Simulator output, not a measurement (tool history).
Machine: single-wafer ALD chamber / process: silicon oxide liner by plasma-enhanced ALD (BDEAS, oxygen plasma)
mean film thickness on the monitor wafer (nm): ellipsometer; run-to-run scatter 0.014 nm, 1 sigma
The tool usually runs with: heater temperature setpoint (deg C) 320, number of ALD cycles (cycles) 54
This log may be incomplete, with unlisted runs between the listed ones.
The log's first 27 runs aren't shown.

run      day  heater temperature setpoint (deg C)  number of ALD cycles (cycles)  read-back reference wafer on the same gauge, thickness_nm  mean film thickness on the monitor wafer (nm)
 28  105.879                                  326                             62                                                      5.912                                          6.371
 29  108.267                                  309                             54                                                      5.911                                          5.697
 30  110.429                                  306                             54                                                      5.913                                          5.730
 31  123.821                                  313                             54                                                      5.911                                          5.709
 32  128.042                                  315                             61                                                      5.913                                          6.400
 33  130.442                                  320                             54                                                      5.909                                          5.623
 34  133.746                                  310                             45                                                      5.909                                          4.766
 35  138.046                                  320                             46                                                      5.913                                          4.778
 36  141.700                                  310                             47                                                      5.910                                          4.952
 37  143.562                                  331                             54                                                      5.908                                          5.518
 38  147.454                                  310                             64                                                      5.909                                          6.770
 39  149.008                                  320                             54                                                      5.903                                          5.611
 40  150.708                                  334                             59                                                      5.908                                          6.028
 41  154.483                                  320                             54                                                      5.907                                          5.635
 42  156.662                                  320                             54                                                      5.908                                          5.640

Here are 5 independent what-if runs from the current tool condition. What would each one return?
  A  156.683                                  320                             44                                                          ?                                              ?
  B  156.683                                  326                             61                                                          ?                                              ?
  C  156.683                                  328                             47                                                          ?                                              ?
  D  156.683                                  311                             62                                                          ?                                              ?
  E  156.683                                  308                             51                                                          ?                                              ?

run  read-back reference wafer on the same gauge, thickness_nm  mean film thickness on the monitor wafer (nm)
  A                                                      5.906                                          4.567
  B                                                      5.906                                          6.277
  C                                                      5.906                                          4.822
  D                                                      5.906                                          6.520
  E                                                      5.906                                          5.386
Stripped of hidden state, with their random variation kept, the same runs would have yielded:
run  mean film thickness on the monitor wafer (nm)
  A                                          4.537
  B                                          6.234
  C                                          4.789
  D                                          6.477
  E                                          5.351
